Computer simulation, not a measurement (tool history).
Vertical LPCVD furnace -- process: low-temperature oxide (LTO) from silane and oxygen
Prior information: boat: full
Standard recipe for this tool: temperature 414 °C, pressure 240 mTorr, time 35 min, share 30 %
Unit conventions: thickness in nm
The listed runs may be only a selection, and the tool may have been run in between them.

run    hour  temperature  pressure  time  share  wafers since the last listed run  hours since the last temperature calibration  hours since the pressure gauge was zeroed  hours since the silane flow controller was replaced  hours since the gauge calibration  read-back reference wafer on the same gauge, thickness  thickness
  1       0          414       240    35     30                                 0                                        1275.8                                     2793.3                                               5969.9                              567.5                                                  316.06     315.82
  2    77.1          414       240    35     30                              1514                                        1352.9                                     2870.4                                                 6047                              644.6                                                  315.83     315.62
  3   175.5          411       240    35     32                              1933                                        1451.3                                     2968.8                                               6145.4                                743                                                  314.43     331.49
  4   272.9          414       240    26     30                              1913                                        1548.7                                     3066.2                                               6242.8                              840.4                                                  313.42     231.41
  5   359.5          414       240    26     30                              1701                                        1635.3                                     3152.8                                               6329.4                                927                                                  311.56     231.62
  6   406.2          414       240    35     30                               917                                          1682                                     3199.5                                               6376.1                              973.7                                                  311.24     307.94
      431.6  -- silane flow controller replaced
  7   479.1          414       240    35     30                               960                                        1754.9                                     3272.4                                                 47.5                             1046.6                                                  310.16     309.79
  8   515.3          414       240    35     30                               711                                        1791.1                                     3308.6                                                 83.7                             1082.8                                                  309.37     309.55
  9   588.4          414       285    35     30                              1436                                        1864.2                                     3381.7                                                156.8                             1155.9                                                  308.59     364.15
 10   641.2          414       265    35     30                              1037                                          1917                                     3434.5                                                209.6                             1208.7                                                  306.97     339.07
      644.5  -- gauge calibrated
      668.4  -- thermocouples replaced and temperature profile calibrated
      873.5  -- pressure gauge zeroed
 11   928.7          414       240    45     30                              4705                                         260.3                                       55.2                                                497.1                              284.2                                                  318.27     407.79
 12  1021.8          419       240    35     30                              1828                                         353.4                                      148.3                                                590.2                              377.3                                                  317.38      335.3
 13  1058.5          414       240    35     30                               720                                         390.1                                        185                                                626.9                                414                                                  316.72     315.92
 14  1126.1          414       205    35     30                              1328                                         457.7                                      252.6                                                694.5                              481.6                                                  316.26     269.25
 15  1232.9          420       240    35     30                              2098                                         564.5                                      359.4                                                801.3                              588.4                                                  315.75        336
 16  1279.8          419       240    35     30                               921                                         611.4                                      406.3                                                848.2                              635.3                                                  315.06     333.01
 17  1344.2          418       220    43     26                              1265                                         675.8                                      470.7                                                912.6                              699.7                                                  314.15     298.49
 18  1390.7          414       240  39.5     26                               913                                         722.3                                      517.2                                                959.1                              746.2                                                  313.81      285.9
 19  1426.9          414       240    35     30                               711                                         758.5                                      553.4                                                995.3                              782.4                                                  313.03     312.71

Per-run results on a tool with no hidden state, each run keeping its own random variation:
Hidden state present: true tube temperature minus thermocouple reading, K; true pressure minus gauge reading, mTorr; deviation of the silane flow from its setpoint, %; gauge reads high (%).
run  thickness
  1     316.67
  2      317.2
  3     334.28
  4     234.26
  5     235.36
  6     313.61
  7     316.67
  8     317.03
  9      374.5
 10     349.82
 11     406.92
 12     335.09
 13     315.95
 14     269.67
 15     337.49
 16     334.96
 17     300.88
 18     288.67
 19     316.17

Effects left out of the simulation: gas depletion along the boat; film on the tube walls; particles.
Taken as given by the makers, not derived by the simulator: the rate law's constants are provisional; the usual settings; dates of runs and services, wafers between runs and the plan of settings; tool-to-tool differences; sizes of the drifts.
